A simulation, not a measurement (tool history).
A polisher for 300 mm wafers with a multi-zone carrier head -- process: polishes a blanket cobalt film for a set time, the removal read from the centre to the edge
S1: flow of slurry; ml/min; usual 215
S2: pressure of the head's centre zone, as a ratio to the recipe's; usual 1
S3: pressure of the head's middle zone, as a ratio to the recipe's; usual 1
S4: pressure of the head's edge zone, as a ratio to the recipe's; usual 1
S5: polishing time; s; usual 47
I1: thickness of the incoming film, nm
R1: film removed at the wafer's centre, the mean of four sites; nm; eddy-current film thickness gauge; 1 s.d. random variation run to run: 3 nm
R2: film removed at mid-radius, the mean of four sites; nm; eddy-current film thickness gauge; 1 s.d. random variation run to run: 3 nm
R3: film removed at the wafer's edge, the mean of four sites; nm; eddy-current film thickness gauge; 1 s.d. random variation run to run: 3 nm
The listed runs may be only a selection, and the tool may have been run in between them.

{"run": 1, "hour": 0.0, "S1": 215, "S2": 1, "S3": 0.94, "S4": 1.1, "S5": 47, "I1": 721.8, "R1": 285.1, "R2": 265.7, "R3": 297}
{"run": 2, "hour": 48.9, "S1": 215, "S2": 1, "S3": 1, "S4": 1, "S5": 47, "I1": 723.9, "R1": 286.5, "R2": 278.2, "R3": 282.2}
{"hour": 97.6, "done": "slurry nozzle cleaned"}
{"run": 3, "hour": 147.0, "S1": 215, "S2": 1, "S3": 1, "S4": 1, "S5": 47, "I1": 707.1, "R1": 314.4, "R2": 300.4, "R3": 296.4}
{"hour": 226.5, "done": "worn pad replaced by a new one"}
{"run": 4, "hour": 242.9, "S1": 245, "S2": 1, "S3": 1, "S4": 1, "S5": 47, "I1": 714.9, "R1": 311.2, "R2": 296.2, "R3": 289.1}
{"run": 5, "hour": 322.8, "S1": 255, "S2": 0.92, "S3": 1.1, "S4": 1, "S5": 59, "I1": 716.1, "R1": 357.4, "R2": 399, "R3": 371.6}
{"run": 6, "hour": 429.8, "S1": 215, "S2": 1, "S3": 1, "S4": 1, "S5": 47, "I1": 710.9, "R1": 293.3, "R2": 287.9, "R3": 283.5}
{"run": 7, "hour": 482.1, "S1": 215, "S2": 1, "S3": 1, "S4": 1, "S5": 47, "I1": 715.2, "R1": 296.2, "R2": 281.4, "R3": 280.5}
{"hour": 494.8, "done": "edge zone pressure recalibrated"}
{"run": 8, "hour": 540.3, "S1": 215, "S2": 1.06, "S3": 0.89, "S4": 1, "S5": 47, "I1": 704, "R1": 319, "R2": 250.7, "R3": 283.5}
{"run": 9, "hour": 624.8, "S1": 215, "S2": 1.1, "S3": 1, "S4": 1.09, "S5": 47, "I1": 714.3, "R1": 320.5, "R2": 276.7, "R3": 297.4}
{"run": 10, "hour": 688.8, "S1": 215, "S2": 0.91, "S3": 1.07, "S4": 1.07, "S5": 47, "I1": 719.2, "R1": 268.3, "R2": 294.8, "R3": 291.1}
{"hour": 758.7, "done": "slurry nozzle cleaned"}
{"run": 11, "hour": 773.8, "S1": 215, "S2": 1, "S3": 0.9, "S4": 1.06, "S5": 60, "I1": 728.4, "R1": 405.5, "R2": 343.6, "R3": 389.9}
{"run": 12, "hour": 815.5, "S1": 270, "S2": 1.07, "S3": 1, "S4": 0.93, "S5": 47, "I1": 712.9, "R1": 348.6, "R2": 298.9, "R3": 289}
{"hour": 869.2, "done": "worn pad replaced by a new one"}
{"hour": 880.9, "done": "centre zone pressure recalibrated"}
{"hour": 898.1, "done": "carrier head's membrane replaced by a new one"}
{"run": 13, "hour": 918.4, "S1": 215, "S2": 1, "S3": 1, "S4": 1, "S5": 55, "I1": 720.5, "R1": 339.4, "R2": 336.6, "R3": 333}
{"run": 14, "hour": 970.8, "S1": 215, "S2": 1, "S3": 1, "S4": 1.04, "S5": 61, "I1": 735.5, "R1": 378.7, "R2": 365.9, "R3": 379.4}
{"run": 15, "hour": 1031.2, "S1": 215, "S2": 0.94, "S3": 1, "S4": 1.07, "S5": 47, "I1": 717.7, "R1": 270.7, "R2": 280, "R3": 298.8}
{"run": 16, "hour": 1111.6, "S1": 215, "S2": 1, "S3": 1, "S4": 1, "S5": 47, "I1": 712.1, "R1": 285.6, "R2": 279.7, "R3": 284}
{"run": 17, "hour": 1193.0, "S1": 280, "S2": 1, "S3": 1, "S4": 0.92, "S5": 47, "I1": 727.2, "R1": 289.2, "R2": 293, "R3": 276}

Run 18 is up next; what results do you expect?
{"hour": 1212.5, "done": "edge zone pressure recalibrated"}
{"run": 18, "hour": 1240.3, "S1": 290, "S2": 1.06, "S3": 0.91, "S4": 1, "S5": 59, "I1": 709.6, "R1": "?", "R2": "?", "R3": "?"}

Run 18 produced R1 393.1 nm, R2 337.5 nm, R3 368.1 nm.
The same run, on a tool lacking any hidden state, would have yielded R1 415.3 nm, R2 358.8 nm, R3 385.2 nm.

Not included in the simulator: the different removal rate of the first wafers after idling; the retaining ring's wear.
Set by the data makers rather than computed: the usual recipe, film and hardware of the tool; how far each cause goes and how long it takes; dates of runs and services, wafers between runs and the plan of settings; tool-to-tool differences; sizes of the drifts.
